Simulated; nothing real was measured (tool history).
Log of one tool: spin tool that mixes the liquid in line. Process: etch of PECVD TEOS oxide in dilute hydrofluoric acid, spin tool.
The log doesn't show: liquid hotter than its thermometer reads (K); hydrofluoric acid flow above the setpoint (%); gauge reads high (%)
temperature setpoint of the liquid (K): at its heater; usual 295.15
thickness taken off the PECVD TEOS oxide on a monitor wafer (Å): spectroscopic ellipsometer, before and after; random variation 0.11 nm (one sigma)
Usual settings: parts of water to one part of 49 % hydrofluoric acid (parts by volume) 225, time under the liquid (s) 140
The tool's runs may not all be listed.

| run | day | temperature setpoint of the liquid (K) | parts of water to one part of 49 % hydrofluoric acid (parts by volume) | time under the liquid (s) | wafers since the last listed run | hours since the thermometer was replaced | hours since the hydrofluoric acid flow meter was replaced | hours since the gauge calibration | read-back film thickness of the PECVD TEOS oxide reference wafer, read on the same gauge (nm) | thickness taken off the PECVD TEOS oxide on a monitor wafer (Å) |
|---|---|---|---|---|---|---|---|---|---|---|
| 1 | 0.000 | 295.15 | 225 | 140 | 0 | 1422.2 | 406.3 | 955.1 | 139.96 | 171.7 |
|  | 1.312 | hydrofluoric acid flow meter replaced |
| 2 | 1.562 | 295.15 | 225 | 140 | 257 | 1459.7 | 6.0 | 992.6 | 140.01 | 161.7 |
| 3 | 3.025 | 295.15 | 225 | 95 | 247 | 1494.8 | 41.1 | 1027.7 | 139.99 | 109.8 |
| 4 | 5.021 | 295.15 | 260 | 140 | 337 | 1542.7 | 89.0 | 1075.6 | 139.97 | 138.5 |
| 5 | 7.742 | 295.15 | 260 | 140 | 460 | 1608.0 | 154.3 | 1140.9 | 140.01 | 139.9 |
| 6 | 9.842 | 296.15 | 225 | 140 | 355 | 1658.4 | 204.7 | 1191.3 | 140.00 | 174.3 |
|  | 13.288 | gauge calibrated |
| 7 | 14.067 | 299.15 | 260 | 140 | 715 | 1759.8 | 306.1 | 18.7 | 140.02 | 164.9 |
|  | 15.646 | hydrofluoric acid flow meter replaced |
| 8 | 15.667 | 299.15 | 260 | 140 | 263 | 1798.2 | 0.5 | 57.1 | 139.97 | 154.4 |
| 9 | 17.096 | 299.15 | 260 | 140 | 241 | 1832.5 | 34.8 | 91.4 | 140.01 | 156.2 |
| 10 | 19.088 | 299.15 | 305 | 140 | 337 | 1880.3 | 82.6 | 139.2 | 140.01 | 130.2 |
| 11 | 20.804 | 299.15 | 305 | 140 | 290 | 1921.5 | 123.8 | 180.4 | 140.00 | 131.0 |
| 12 | 21.862 | 299.15 | 305 | 140 | 179 | 1946.9 | 149.2 | 205.8 | 140.01 | 129.7 |
| 13 | 23.646 | 295.15 | 225 | 140 | 301 | 1989.7 | 192.0 | 248.6 | 139.97 | 169.6 |
| 14 | 26.050 | 295.15 | 225 | 140 | 407 | 2047.4 | 249.7 | 306.3 | 139.98 | 171.9 |
| 15 | 28.767 | 295.15 | 225 | 140 | 459 | 2112.6 | 314.9 | 371.5 | 139.98 | 173.3 |
| 16 | 29.917 | 295.15 | 160 | 140 | 194 | 2140.2 | 342.5 | 399.1 | 139.96 | 259.4 |
| 17 | 31.779 | 295.15 | 225 | 140 | 315 | 2184.9 | 387.2 | 443.8 | 140.00 | 173.9 |
|  | 32.275 | hydrofluoric acid flow meter replaced |
| 18 | 33.575 | 293.15 | 225 | 85 | 297 | 2228.0 | 31.2 | 486.9 | 140.01 | 92.0 |
| 19 | 35.833 | 291.65 | 225 | 140 | 382 | 2282.2 | 85.4 | 541.1 | 140.02 | 147.7 |
| 20 | 37.992 | 291.15 | 190 | 120 | 365 | 2334.0 | 137.2 | 592.9 | 139.96 | 150.1 |
| 21 | 39.658 | 298.15 | 225 | 70 | 282 | 2374.0 | 177.2 | 632.9 | 140.00 | 94.0 |
| 22 | 42.604 | 295.15 | 225 | 140 | 498 | 2444.7 | 247.9 | 703.6 | 139.97 | 171.3 |
| 23 | 45.592 | 298.15 | 225 | 140 | 505 | 2516.4 | 319.6 | 775.3 | 139.99 | 194.5 |
| 24 | 48.588 | 295.15 | 225 | 140 | 507 | 2588.3 | 391.5 | 847.2 | 139.98 | 177.2 |
|  | 50.625 | hydrofluoric acid flow meter replaced |
|  | 52.396 | thermometer replaced |
| 25 | 53.125 | 290.15 | 155 | 65 | 754 | 17.5 | 60.0 | 956.1 | 139.98 | 94.8 |
| 26 | 56.042 | 292.65 | 295 | 140 | 493 | 87.5 | 130.0 | 1026.1 | 139.97 | 104.0 |
|  | 57.029 | gauge calibrated |
| 27 | 57.933 | 290.15 | 155 | 65 | 320 | 132.9 | 175.4 | 21.7 | 139.99 | 96.3 |
|  | 66.204 | hydrofluoric acid flow meter replaced |
| 28 | 66.525 | 295.15 | 225 | 140 | 1447 | 339.1 | 7.7 | 227.9 | 140.03 | 155.3 |
| 29 | 69.096 | 295.15 | 225 | 75 | 435 | 400.8 | 69.4 | 289.6 | 140.04 | 85.5 |
| 30 | 70.329 | 291.15 | 225 | 140 | 208 | 430.4 | 99.0 | 319.2 | 139.99 | 137.1 |
| 31 | 71.350 | 291.15 | 225 | 115 | 172 | 454.9 | 123.5 | 343.7 | 139.99 | 113.2 |
| 32 | 73.371 | 295.15 | 225 | 140 | 342 | 503.4 | 172.0 | 392.2 | 140.00 | 162.6 |
| 33 | 75.196 | 293.15 | 315 | 140 | 309 | 547.2 | 215.8 | 436.0 | 140.01 | 99.0 |
| 34 | 78.154 | 290.15 | 225 | 140 | 500 | 618.2 | 286.8 | 507.0 | 139.97 | 134.5 |

Forecast each of these 3 alternatives for the next run:
| A | 78.175 | 295.15 | 225 | 140 | 3 | 618.7 | 287.3 | 507.5 | ? | ? |
| B | 78.175 | 299.65 | 155 | 140 | 3 | 618.7 | 287.3 | 507.5 | ? | ? |
| C | 78.175 | 290.65 | 160 | 175 | 3 | 618.7 | 287.3 | 507.5 | ? | ? |

| run | read-back film thickness of the PECVD TEOS oxide reference wafer, read on the same gauge (nm) | thickness taken off the PECVD TEOS oxide on a monitor wafer (Å) |
|---|---|---|
| A | 140.00 | 163.6 |
| B | 140.00 | 302.5 |
| C | 140.00 | 256.9 |
Without the tool's hidden state the same runs would have given:
| run | thickness taken off the PECVD TEOS oxide on a monitor wafer (Å) |
|---|---|
| A | 152.6 |
| B | 282.7 |
| C | 240.1 |
